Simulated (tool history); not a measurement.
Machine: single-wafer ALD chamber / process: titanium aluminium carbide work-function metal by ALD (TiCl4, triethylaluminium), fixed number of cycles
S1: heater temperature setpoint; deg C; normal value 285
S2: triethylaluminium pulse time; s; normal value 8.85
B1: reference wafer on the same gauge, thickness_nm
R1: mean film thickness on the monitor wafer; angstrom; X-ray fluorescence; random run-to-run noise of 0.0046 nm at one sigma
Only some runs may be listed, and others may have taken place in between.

run 1 day=0 | S1=285 S2=8.85 | B1=2.169 | R1=18.41
run 2 day=1.1 | S1=285 S2=8.85 | B1=2.171 | R1=18.49
run 3 day=3.558 | S1=285 S2=11.4 | B1=2.169 | R1=19.3
run 4 day=6.571 | S1=285 S2=11.4 | B1=2.17 | R1=19.31
run 5 day=9.129 | S1=285 S2=11.4 | B1=2.171 | R1=19.38
run 6 day=11.479 | S1=285 S2=8.85 | B1=2.17 | R1=18.33
run 7 day=13.054 | S1=285 S2=8.85 | B1=2.168 | R1=18.23
run 8 day=14.767 | S1=285 S2=8.85 | B1=2.17 | R1=18.35
run 9 day=16.354 | S1=285 S2=8.85 | B1=2.17 | R1=18.16
run 10 day=18.483 | S1=285 S2=8.85 | B1=2.17 | R1=18.13
run 11 day=20.296 | S1=285 S2=8.85 | B1=2.171 | R1=18.1
run 12 day=21.921 | S1=285 S2=8.05 | B1=2.171 | R1=17.17
run 13 day=23.104 | S1=295 S2=8.85 | B1=2.169 | R1=19.56
run 14 day=24.946 | S1=295 S2=8.85 | B1=2.171 | R1=19.58
run 15 day=26.625 | S1=295 S2=8.85 | B1=2.169 | R1=19.59
run 16 day=27.775 | S1=293 S2=8.85 | B1=2.171 | R1=19.42
run 17 day=29.825 | S1=273 S2=11.62 | B1=2.17 | R1=18.4
run 18 day=31.229 | S1=285 S2=8.85 | B1=2.17 | R1=18.69
run 19 day=33.183 | S1=285 S2=8.85 | B1=2.172 | R1=18.57
run 20 day=35.375 | S1=285 S2=8.85 | B1=2.169 | R1=18.48
run 21 day=37.333 | S1=294 S2=10.51 | B1=2.169 | R1=20
run 22 day=40.062 | S1=295 S2=11.04 | B1=2.171 | R1=19.68
run 23 day=41.408 | S1=293 S2=11.43 | B1=2.17 | R1=19.52
run 24 day=45.888 | S1=285 S2=11.4 | B1=2.17 | R1=18.85
run 25 day=47.996 | S1=280 S2=5.69 | B1=2.17 | R1=13.08
run 26 day=49.562 | S1=285 S2=8.85 | B1=2.17 | R1=18.37
run 27 day=50.825 | S1=272 S2=7.68 | B1=2.169 | R1=16.49
run 28 day=52.629 | S1=271 S2=10.96 | B1=2.171 | R1=18.03
run 29 day=54.188 | S1=271 S2=5.66 | B1=2.17 | R1=12.45
run 30 day=55.254 | S1=272 S2=12.26 | B1=2.17 | R1=18.21
run 31 day=57.821 | S1=290 S2=9.96 | B1=2.17 | R1=19.32
run 32 day=60.067 | S1=275 S2=10.71 | B1=2.17 | R1=18.22

Not shown here: 6 entries made in the log between runs. Locate each between two listed runs and compare the hidden state at the listed run before it with the hidden state at the listed run after it:
Run 12 -> run 13: triethylaluminium bottle replaced (day 22.267)
  wafer temperature above the value expected at the setpoint (K): 5.81 -> 5.86; triethylaluminium dose above that of a fresh bottle (%): -12.1 -> -0.116
  difference, measured minus the result without the unlogged condition, R1: -0.58 -> +0.49 angstrom
Run 14 -> run 15: gauge calibrated (day 25.133)
  wafer temperature above the value expected at the setpoint (K): 5.93 -> 5.99; triethylaluminium dose above that of a fresh bottle (%): -0.238 -> -0.46
  difference, measured minus the result without the unlogged condition, R1: +0.48 -> +0.48 angstrom
Run 19 -> run 20: showerhead replaced (day 34.862)
  wafer temperature above the value expected at the setpoint (K): 6.19 -> 6.25; triethylaluminium dose above that of a fresh bottle (%): -2.35 -> -3.34
  difference, measured minus the result without the unlogged condition, R1: +0.39 -> +0.34 angstrom
Run 21 -> run 22: thermocouple changed; heater temperature recalibrated (day 40.042)
  wafer temperature above the value expected at the setpoint (K): 6.29 -> 0.485; triethylaluminium dose above that of a fresh bottle (%): -4.38 -> -6.06
  difference, measured minus the result without the unlogged condition, R1: +0.42 -> -0.1 angstrom
Run 24 -> run 25: triethylaluminium bottle replaced (day 47.65)
  wafer temperature above the value expected at the setpoint (K): 2 -> 2.45; triethylaluminium dose above that of a fresh bottle (%): -10.6 -> -1.3
  difference, measured minus the result without the unlogged condition, R1: -0.09 -> -0.01 angstrom
Run 30 -> run 31: gauge calibrated (day 56.112)
  wafer temperature above the value expected at the setpoint (K): 3.71 -> 4.06; triethylaluminium dose above that of a fresh bottle (%): -2.39 -> -3.25
  difference, measured minus the result without the unlogged condition, R1: +0.29 -> +0.24 angstrom

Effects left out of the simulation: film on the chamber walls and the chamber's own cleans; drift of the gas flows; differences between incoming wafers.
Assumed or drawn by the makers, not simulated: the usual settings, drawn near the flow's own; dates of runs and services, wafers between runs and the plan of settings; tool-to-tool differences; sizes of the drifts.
